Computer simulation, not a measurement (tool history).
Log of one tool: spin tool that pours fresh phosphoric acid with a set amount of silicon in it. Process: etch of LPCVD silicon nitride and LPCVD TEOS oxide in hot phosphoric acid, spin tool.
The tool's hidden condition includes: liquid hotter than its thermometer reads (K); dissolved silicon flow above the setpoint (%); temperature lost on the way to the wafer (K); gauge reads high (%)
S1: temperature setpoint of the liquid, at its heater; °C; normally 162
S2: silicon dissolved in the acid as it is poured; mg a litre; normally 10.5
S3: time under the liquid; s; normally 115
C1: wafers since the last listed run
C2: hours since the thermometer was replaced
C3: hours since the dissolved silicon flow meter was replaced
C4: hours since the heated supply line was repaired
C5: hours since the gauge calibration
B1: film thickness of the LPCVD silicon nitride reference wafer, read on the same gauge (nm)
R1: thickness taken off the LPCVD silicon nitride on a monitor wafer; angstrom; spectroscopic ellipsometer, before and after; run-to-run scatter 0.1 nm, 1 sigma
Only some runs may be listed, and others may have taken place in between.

run	day	S1	S2	S3	C1	C2	C3	C4	C5	B1	R1
1	0	162	10.5	115	0	1284.4	168	1993	188.5	140	106.4
2	1.858	162	10.5	115	343	1329	212.6	2037.6	233.1	140.01	105.5
3	3.238	162	10.5	115	255	1362.1	245.7	2070.7	266.2	140.01	105.6
4	6.025	162	10.5	115	515	1429	312.6	2137.6	333.1	139.98	104.9
5	7.2	163.5	10.5	115	217	1457.2	340.8	2165.8	361.3	139.98	111.4
6	8.771	163.5	10.5	115	290	1494.9	378.5	2203.5	399	139.99	110.1
7	9.829	163.5	10.5	115	195	1520.3	403.9	2228.9	424.4	140.02	111.1
8	11.354	162	10.5	115	282	1556.9	440.5	2265.5	461	139.97	104.3
# day 13.217: dissolved silicon flow meter replaced
9	13.238	162	10.5	115	340	1602.1	0.5	2310.7	506.2	140	103.9
10	15.092	162	10.5	115	342	1646.6	45	2355.2	550.7	140.01	104.1
11	16.921	162	5.5	115	338	1690.5	88.9	2399.1	594.6	139.98	103.3
12	18.462	164.5	10.5	65	285	1727.5	125.9	2436.1	631.6	140.01	64.4
# day 19.683: thermometer replaced
# day 19.946: gauge calibrated
13	20.462	163	5	115	362	18.7	173.9	2484.1	12.4	140.02	107.9
14	22.904	161	10.5	115	451	77.3	232.5	2542.7	71	140	99.3
# day 27.417: heated supply line repaired
15	28.438	162	10.5	115	1015	210.1	365.3	24.5	203.8	140.02	114.8
16	29.762	162	10.5	115	245	241.9	397.1	56.3	235.6	140	117.7
17	31.117	160.5	10.5	115	250	274.4	429.6	88.8	268.1	140.02	110
18	32.962	160.5	14.5	90	341	318.7	473.9	133.1	312.4	140.01	85.9
19	34.788	162	10.5	115	337	362.5	517.7	176.9	356.2	140	116
20	36.962	163.5	2.5	80	402	414.7	569.9	229.1	408.4	140.03	84
21	38.179	162	10.5	115	225	443.9	599.1	258.3	437.6	139.99	114.7

What differs in the tool's unlogged condition from the final listed run ahead of each entry between runs to the first listed run following it?
Logged between run 8 and run 9: dissolved silicon flow meter replaced (day 13.217)
  temperature lost on the way to the wafer (K): 3.37 -> 3.43
  the result without the hidden state subtracted from the measured one, R1: -12.5 -> -12.7 angstrom
Logged between run 12 and run 13: thermometer replaced (day 19.683); gauge calibrated (day 19.946)
  temperature lost on the way to the wafer (K): 3.61 -> 3.68
  the result without the hidden state subtracted from the measured one, R1: -8.2 -> -14.1 angstrom
Logged between run 14 and run 15: heated supply line repaired (day 27.417)
  temperature lost on the way to the wafer (K): 3.76 -> 0.171
  the result without the hidden state subtracted from the measured one, R1: -13.5 -> -0.6 angstrom
